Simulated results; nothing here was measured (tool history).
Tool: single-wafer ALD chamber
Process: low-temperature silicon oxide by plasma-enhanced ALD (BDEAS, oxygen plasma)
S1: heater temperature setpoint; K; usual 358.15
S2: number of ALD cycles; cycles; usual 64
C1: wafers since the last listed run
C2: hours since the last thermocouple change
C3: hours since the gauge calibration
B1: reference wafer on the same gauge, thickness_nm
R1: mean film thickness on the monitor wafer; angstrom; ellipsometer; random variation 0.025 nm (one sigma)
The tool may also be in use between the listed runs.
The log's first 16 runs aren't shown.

run,hour,S1,S2,C1,C2,C3,B1,R1
17,791.7,358.15,64,279,824.1,758.2,9.701,100.01
18,828.1,346.15,71,150,860.5,794.6,9.694,116.66
19,877.7,369.15,64,205,910.1,844.2,9.698,96.27
20,941.4,358.15,64,263,973.8,907.9,9.698,100.3
21,981.9,358.15,64,167,1014.3,948.4,9.699,100.45
22,1038.9,369.15,58,236,1071.3,1005.4,9.7,87.38
# hour 1059.7: gauge calibrated
23,1143.1,364.15,76,431,1175.5,83.4,9.695,116.77
24,1189.2,346.15,54,190,1221.6,129.5,9.698,89.14
# hour 1200.4: thermocouple changed; heater temperature recalibrated
25,1243.4,348.15,76,191,43,183.7,9.699,122.06
26,1448.9,348.15,59,850,248.5,389.2,9.698,95
27,1476.7,365.15,60,115,276.3,417,9.7,91.03
28,1529.6,368.15,64,219,329.2,469.9,9.702,95.69
29,1588.8,358.15,64,245,388.4,529.1,9.699,99.61
30,1651.1,347.15,68,257,450.7,591.4,9.703,110.24
31,1716.4,366.15,67,270,516,656.7,9.701,100.92
32,1754.3,344.15,52,156,553.9,694.6,9.703,85.45
33,1813.1,363.15,70,243,612.7,753.4,9.7,106.76
34,1851.4,350.15,52,158,651,791.7,9.699,83.85

4 ways to go on from here, each from the tool as it stands after run 34. What would each give?
A,1851.9,358.15,68,2,651.5,792.2,?,?
B,1851.9,345.15,74,2,651.5,792.2,?,?
C,1851.9,368.15,75,2,651.5,792.2,?,?
D,1851.9,366.15,76,2,651.5,792.2,?,?

run,B1,R1
A,9.697,106.54
B,9.697,121.75
C,9.697,112.97
D,9.697,115.4
Without the tool's hidden state the same runs would have given:
run,R1
A,105.19
B,120.28
C,111.49
D,113.89

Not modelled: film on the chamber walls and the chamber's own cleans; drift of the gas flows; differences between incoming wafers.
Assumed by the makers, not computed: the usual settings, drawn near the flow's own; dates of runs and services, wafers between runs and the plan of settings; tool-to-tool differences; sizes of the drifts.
